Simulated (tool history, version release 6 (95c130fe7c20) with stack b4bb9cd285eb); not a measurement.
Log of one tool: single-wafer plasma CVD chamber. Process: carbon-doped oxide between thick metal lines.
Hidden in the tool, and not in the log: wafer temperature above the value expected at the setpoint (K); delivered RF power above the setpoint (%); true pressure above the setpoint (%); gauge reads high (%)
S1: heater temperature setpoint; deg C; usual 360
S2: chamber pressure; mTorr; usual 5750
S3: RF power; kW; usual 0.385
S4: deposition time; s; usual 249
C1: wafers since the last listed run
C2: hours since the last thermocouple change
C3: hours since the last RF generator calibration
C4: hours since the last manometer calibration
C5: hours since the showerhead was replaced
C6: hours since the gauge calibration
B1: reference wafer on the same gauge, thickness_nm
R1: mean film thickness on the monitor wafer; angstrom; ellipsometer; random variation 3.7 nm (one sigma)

run	hour	S1	S2	S3	S4	C1	C2	C3	C4	C5	C6	B1	R1
1	0.0	360	5750	0.385	249	0	1066.0	1938.0	719.4	2346.5	809.2	1128.456	10985.57
2	15.1	360	5750	0.385	249	140	1081.1	1953.1	734.5	2361.6	824.3	1130.360	10910.76
3	32.4	360	5750	0.385	249	160	1098.4	1970.4	751.8	2378.9	841.6	1130.424	10965.25
4	64.2	360	5750	0.385	249	295	1130.2	2002.2	783.6	2410.7	873.4	1129.939	10880.87
# hour 73.9: showerhead replaced
5	99.3	360	5750	0.370	249	252	1165.3	2037.3	818.7	25.4	908.5	1128.419	10673.27
6	112.2	360	5750	0.370	249	119	1178.2	2050.2	831.6	38.3	921.4	1130.105	10680.78
7	136.4	355	5750	0.385	285	225	1202.4	2074.4	855.8	62.5	945.6	1129.972	12696.07
# hour 158.3: thermocouple changed; heater temperature recalibrated
8	158.8	360	5750	0.460	249	133	0.5	2096.8	878.2	84.9	968.0	1131.808	12246.63
9	172.9	360	5750	0.320	249	131	14.6	2110.9	892.3	99.0	982.1	1130.836	9615.85
10	194.0	350	7020	0.320	220	196	35.7	2132.0	913.4	120.1	1003.2	1129.015	8814.99
11	215.2	366	5750	0.385	249	197	56.9	2153.2	934.6	141.3	1024.4	1129.763	10696.35
12	227.7	360	5750	0.385	249	116	69.4	2165.7	947.1	153.8	1036.9	1130.181	10896.06
13	246.3	365	5020	0.310	236	172	88.0	2184.3	965.7	172.4	1055.5	1129.800	8588.49
# hour 250.4: gauge calibrated
14	275.7	374	5180	0.325	275	273	117.4	2213.7	995.1	201.8	25.3	1129.921	10219.62
15	303.0	360	5750	0.385	249	253	144.7	2241.0	1022.4	229.1	52.6	1131.531	10821.31
16	336.6	372	5110	0.430	284	312	178.3	2274.6	1056.0	262.7	86.2	1129.003	12801.52
17	353.5	360	5750	0.385	287	157	195.2	2291.5	1072.9	279.6	103.1	1129.396	12405.99
# hour 366.0: thermocouple changed; heater temperature recalibrated, repeated, since the last time left the tool worse
18	383.6	360	5750	0.385	249	205	17.6	2321.6	1103.0	309.7	133.2	1130.412	11035.52
19	399.4	360	6560	0.320	277	146	33.4	2337.4	1118.8	325.5	149.0	1131.293	11026.38
# hour 411.3: capacitance manometer re-zeroed and calibrated
# hour 414.6: RF generator calibrated
20	428.2	360	5750	0.385	227	162	62.2	13.6	16.9	354.3	177.8	1130.621	10064.64
21	443.5	360	6420	0.365	249	142	77.5	28.9	32.2	369.6	193.1	1129.655	10730.31
22	478.9	360	5750	0.385	249	329	112.9	64.3	67.6	405.0	228.5	1128.405	11015.70
23	509.8	360	4470	0.385	216	287	143.8	95.2	98.5	435.9	259.4	1127.237	9327.55
24	525.2	364	5160	0.385	249	143	159.2	110.6	113.9	451.3	274.8	1129.936	10770.92
25	551.9	360	5750	0.445	209	248	185.9	137.3	140.6	478.0	301.5	1128.926	10245.43
26	582.1	360	5750	0.385	249	280	216.1	167.5	170.8	508.2	331.7	1129.551	11049.23
27	602.2	360	5750	0.385	249	186	236.2	187.6	190.9	528.3	351.8	1129.792	10993.53
28	625.3	360	5030	0.385	221	214	259.3	210.7	214.0	551.4	374.9	1129.337	9571.59
29	647.6	369	6400	0.385	249	207	281.6	233.0	236.3	573.7	397.2	1130.066	10860.43

Forecast each of these 3 alternatives for the next run:
A	648.1	360	5750	0.385	249	4	282.1	233.5	236.8	574.2	397.7	?	?
B	648.1	360	5750	0.360	249	4	282.1	233.5	236.8	574.2	397.7	?	?
C	648.1	346	4430	0.385	249	4	282.1	233.5	236.8	574.2	397.7	?	?

run	B1	R1
A	1131.504	10923.91
B	1131.504	10422.18
C	1131.504	11059.74
Without the tool's hidden state the same runs would have given:
run	R1
A	10965.28
B	10461.66
C	11110.55

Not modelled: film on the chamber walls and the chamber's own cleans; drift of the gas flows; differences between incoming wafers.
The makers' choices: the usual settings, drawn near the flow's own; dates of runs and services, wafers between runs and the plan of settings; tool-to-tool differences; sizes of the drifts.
